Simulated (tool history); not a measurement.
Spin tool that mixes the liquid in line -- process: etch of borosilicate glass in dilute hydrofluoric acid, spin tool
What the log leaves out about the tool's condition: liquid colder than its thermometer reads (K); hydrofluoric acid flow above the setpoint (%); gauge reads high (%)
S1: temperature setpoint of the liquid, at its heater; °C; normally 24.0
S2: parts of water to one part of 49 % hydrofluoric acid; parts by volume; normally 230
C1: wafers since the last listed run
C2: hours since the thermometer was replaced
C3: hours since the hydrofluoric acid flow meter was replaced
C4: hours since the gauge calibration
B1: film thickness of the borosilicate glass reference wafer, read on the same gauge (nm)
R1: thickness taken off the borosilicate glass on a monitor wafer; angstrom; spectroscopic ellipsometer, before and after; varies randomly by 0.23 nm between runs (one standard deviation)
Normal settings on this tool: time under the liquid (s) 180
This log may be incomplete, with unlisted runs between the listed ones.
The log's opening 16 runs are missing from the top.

{"run": 17, "hour": 405.4, "S1": 20.0, "S2": 305, "time under the liquid (s)": 265, "C1": 131, "C2": 2592.3, "C3": 168.6, "C4": 129.4, "B1": 129.99, "R1": 213.6}
{"run": 18, "hour": 421.0, "S1": 24.0, "S2": 230, "time under the liquid (s)": 180, "C1": 70, "C2": 2607.9, "C3": 184.2, "C4": 145.0, "B1": 129.98, "R1": 236.5}
{"hour": 438.9, "done": "thermometer replaced"}
{"run": 19, "hour": 440.2, "S1": 25.5, "S2": 230, "time under the liquid (s)": 150, "C1": 82, "C2": 1.3, "C3": 203.4, "C4": 164.2, "B1": 130.01, "R1": 202.2}
{"run": 20, "hour": 474.2, "S1": 24.0, "S2": 125, "time under the liquid (s)": 180, "C1": 153, "C2": 35.3, "C3": 237.4, "C4": 198.2, "B1": 130.02, "R1": 485.3}
{"run": 21, "hour": 493.1, "S1": 24.0, "S2": 230, "time under the liquid (s)": 180, "C1": 85, "C2": 54.2, "C3": 256.3, "C4": 217.1, "B1": 129.98, "R1": 234.2}
{"run": 22, "hour": 521.8, "S1": 19.5, "S2": 130, "time under the liquid (s)": 110, "C1": 129, "C2": 82.9, "C3": 285.0, "C4": 245.8, "B1": 130.0, "R1": 236.9}
{"run": 23, "hour": 554.4, "S1": 26.0, "S2": 170, "time under the liquid (s)": 210, "C1": 147, "C2": 115.5, "C3": 317.6, "C4": 278.4, "B1": 129.99, "R1": 425.9}
{"run": 24, "hour": 566.9, "S1": 24.0, "S2": 230, "time under the liquid (s)": 120, "C1": 56, "C2": 128.0, "C3": 330.1, "C4": 290.9, "B1": 130.01, "R1": 156.7}
{"run": 25, "hour": 592.4, "S1": 20.0, "S2": 130, "time under the liquid (s)": 180, "C1": 115, "C2": 153.5, "C3": 355.6, "C4": 316.4, "B1": 130.06, "R1": 393.1}
{"run": 26, "hour": 608.3, "S1": 24.0, "S2": 230, "time under the liquid (s)": 115, "C1": 71, "C2": 169.4, "C3": 371.5, "C4": 332.3, "B1": 130.0, "R1": 152.4}
{"run": 27, "hour": 623.2, "S1": 24.0, "S2": 180, "time under the liquid (s)": 180, "C1": 67, "C2": 184.3, "C3": 386.4, "C4": 347.2, "B1": 129.99, "R1": 323.1}
{"run": 28, "hour": 651.6, "S1": 20.5, "S2": 115, "time under the liquid (s)": 180, "C1": 128, "C2": 212.7, "C3": 414.8, "C4": 375.6, "B1": 129.99, "R1": 469.4}
{"run": 29, "hour": 679.3, "S1": 24.0, "S2": 230, "time under the liquid (s)": 120, "C1": 125, "C2": 240.4, "C3": 442.5, "C4": 403.3, "B1": 129.98, "R1": 158.3}
{"run": 30, "hour": 707.1, "S1": 21.5, "S2": 230, "time under the liquid (s)": 270, "C1": 125, "C2": 268.2, "C3": 470.3, "C4": 431.1, "B1": 130.01, "R1": 321.6}
{"run": 31, "hour": 730.4, "S1": 22.5, "S2": 295, "time under the liquid (s)": 265, "C1": 105, "C2": 291.5, "C3": 493.6, "C4": 454.4, "B1": 129.99, "R1": 242.1}
{"run": 32, "hour": 745.7, "S1": 24.0, "S2": 180, "time under the liquid (s)": 260, "C1": 69, "C2": 306.8, "C3": 508.9, "C4": 469.7, "B1": 130.0, "R1": 460.7}

Below are 5 alternative next runs, each starting from the tool's condition after run 32. Predict each:
{"run": "A", "hour": 746.2, "S1": 24.0, "S2": 230, "time under the liquid (s)": 180, "C1": 2, "C2": 307.3, "C3": 509.4, "C4": 470.2, "B1": "?", "R1": "?"}
{"run": "B", "hour": 746.2, "S1": 24.0, "S2": 345, "time under the liquid (s)": 280, "C1": 2, "C2": 307.3, "C3": 509.4, "C4": 470.2, "B1": "?", "R1": "?"}
{"run": "C", "hour": 746.2, "S1": 22.0, "S2": 135, "time under the liquid (s)": 180, "C1": 2, "C2": 307.3, "C3": 509.4, "C4": 470.2, "B1": "?", "R1": "?"}
{"run": "D", "hour": 746.2, "S1": 24.0, "S2": 335, "time under the liquid (s)": 115, "C1": 2, "C2": 307.3, "C3": 509.4, "C4": 470.2, "B1": "?", "R1": "?"}
{"run": "E", "hour": 746.2, "S1": 27.5, "S2": 345, "time under the liquid (s)": 110, "C1": 2, "C2": 307.3, "C3": 509.4, "C4": 470.2, "B1": "?", "R1": "?"}

run=A B1=129.97 R1=233.4
run=B B1=129.97 R1=216.1
run=C B1=129.97 R1=408.3
run=D B1=129.97 R1=92.3
run=E B1=129.97 R1=95.3
What these runs would have given with no unlogged condition in the tool:
run=A R1=233.4
run=B R1=216.1
run=C R1=408.3
run=D R1=92.3
run=E R1=95.3

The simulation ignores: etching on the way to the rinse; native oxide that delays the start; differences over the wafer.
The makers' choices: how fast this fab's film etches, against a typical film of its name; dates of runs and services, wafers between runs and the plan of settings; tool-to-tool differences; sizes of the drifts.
